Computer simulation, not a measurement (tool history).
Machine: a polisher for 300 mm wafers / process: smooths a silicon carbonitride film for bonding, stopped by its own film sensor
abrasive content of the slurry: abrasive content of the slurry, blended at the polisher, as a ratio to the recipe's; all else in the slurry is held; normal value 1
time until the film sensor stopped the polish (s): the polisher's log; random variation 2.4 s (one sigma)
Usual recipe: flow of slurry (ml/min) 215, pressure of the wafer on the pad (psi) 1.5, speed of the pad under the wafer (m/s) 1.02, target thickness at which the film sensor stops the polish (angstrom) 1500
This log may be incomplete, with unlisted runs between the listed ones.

run   hour  flow of slurry (ml/min)  pressure of the wafer on the pad (psi)  speed of the pad under the wafer (m/s)  abrasive content of the slurry  target thickness at which the film sensor stops the polish (angstrom)  incoming thickness of the incoming film, nm  time until the film sensor stopped the polish (s)
  1      0                      215                                     1.5                                    1.14                               1                                                                   1500                                        181.3                                              200.6
      14.8  -- worn pad replaced by a new one
  2   20.3                      215                                     1.5                                    1.14                               1                                                                   1500                                        177.9                                              175.3
  3   44.4                      215                                     1.5                                    1.02                               1                                                                   1500                                        179.6                                              204.8
      58.8  -- slurry nozzle cleaned
  4   73.9                      215                                     1.5                                    1.02                               1                                                                   1500                                        180.6                                              190.3
  5   88.4                      215                                     1.5                                    1.02                               1                                                                   1500                                        180.9                                              198.1
  6  146.5                      255                                     1.5                                    0.82                               1                                                                   1500                                        180.8                                              226.4
  7  167.1                      255                                     1.5                                    0.82                               1                                                                   1500                                        181.1                                              225.8
     178.8  -- slurry blender recalibrated
  8  186.5                      215                                     1.5                                    1.02                               1                                                                   1500                                        180.3                                              198.9
     196.3  -- head pressure recalibrated
     202.5  -- worn pad replaced by a new one
  9  213.6                      215                                     1.5                                    0.86                             0.9                                                                   1500                                        179.9                                                235
 10  238.8                      215                                     1.7                                     0.7                            1.15                                                                   1570                                        179.2                                              150.2
 11  254.8                      215                                     1.5                                    1.02                               1                                                                   1440                                        179.9                                              234.9
 12  289.6                      215                                     1.2                                    1.02                             1.2                                                                   1500                                        179.7                                              218.9
 13  322.8                      280                                     1.7                                    1.02                               1                                                                   1500                                        181.3                                              174.3
 14  352.1                      215                                     1.5                                    1.02                               1                                                                   1500                                        181.1                                              205.7
 15  372.5                      215                                     1.3                                    1.02                             0.9                                                                   1500                                        179.2                                              248.1
 16  387.3                      280                                     1.5                                     0.9                             0.9                                                                   1500                                          181                                              232.4
 17  420.1                      285                                     1.5                                    1.02                             1.2                                                                   1470                                        180.4                                              193.1
     431.5  -- slurry blender recalibrated
     432.8  -- worn pad replaced by a new one
 18  448.2                      215                                     1.5                                    1.02                               1                                                                   1500                                        177.9                                              189.8
 19  464.1                      215                                     1.1                                    1.24                               1                                                                   1420                                        179.6                                              303.1
 20  495.8                      215                                     1.5                                    1.02                               1                                                                   1500                                        179.8                                              199.9
 21  526.6                      150                                     1.1                                    1.02                             0.8                                                                   1560                                          179                                              269.4
 22  555.8                      215                                     1.5                                    1.02                               1                                                                   1500                                        179.6                                              195.5
 23  584.2                      280                                     1.8                                    1.02                             0.8                                                                   1500                                        180.1                                              194.4
 24  605.1                      215                                     1.9                                    1.16                            0.75                                                                   1410                                        182.8                                              253.6
     627.9  -- worn pad replaced by a new one
 25  635.4                      215                                     1.5                                    1.02                               1                                                                   1500                                        181.6                                              216.7
 26  664.1                      215                                     1.7                                    1.02                               1                                                                   1450                                        179.4                                              208.6
     689.9  -- slurry blender recalibrated
 27  691.3                      215                                     1.8                                    1.02                             1.2                                                                   1500                                        177.1                                              139.2
 28  706.3                      215                                     1.5                                    1.02                               1                                                                   1500                                        181.5                                              207.5
 29  719.4                      195                                     1.5                                    0.72                               1                                                                   1530                                        178.9                                              229.5

Measured less the same run without the tool's hidden state. The same run-to-run variation is in both; the gauge's scatter may not be:
Hidden conditions of the tool in this case: removal rate lost through wear of the pad, %; slurry flow missing at the pad, %; deviation of the head's pressure from its setpoint, %; abrasive missing from the slurry, %.
run  time until the film sensor stopped the polish (s)
  1                                              +16.2
  2                                              +14.3
  3                                              +16.7
  4                                               +0.7
  5                                               +1.2
  6                                                 +3
  7                                               +3.6
  8                                               +4.5
  9                                               +6.1
 10                                               +4.4
 11                                               +7.5
 12                                                 +8
 13                                               +5.3
 14                                               +8.8
 15                                              +11.2
 16                                               +8.2
 17                                               +7.2
 18                                               +9.7
 19                                              +15.9
 20                                              +10.9
 21                                              +21.7
 22                                              +11.4
 23                                               +8.9
 24                                              +15.3
 25                                              +13.3
 26                                              +13.1
 27                                               +8.9
 28                                              +13.4
 29                                              +16.3
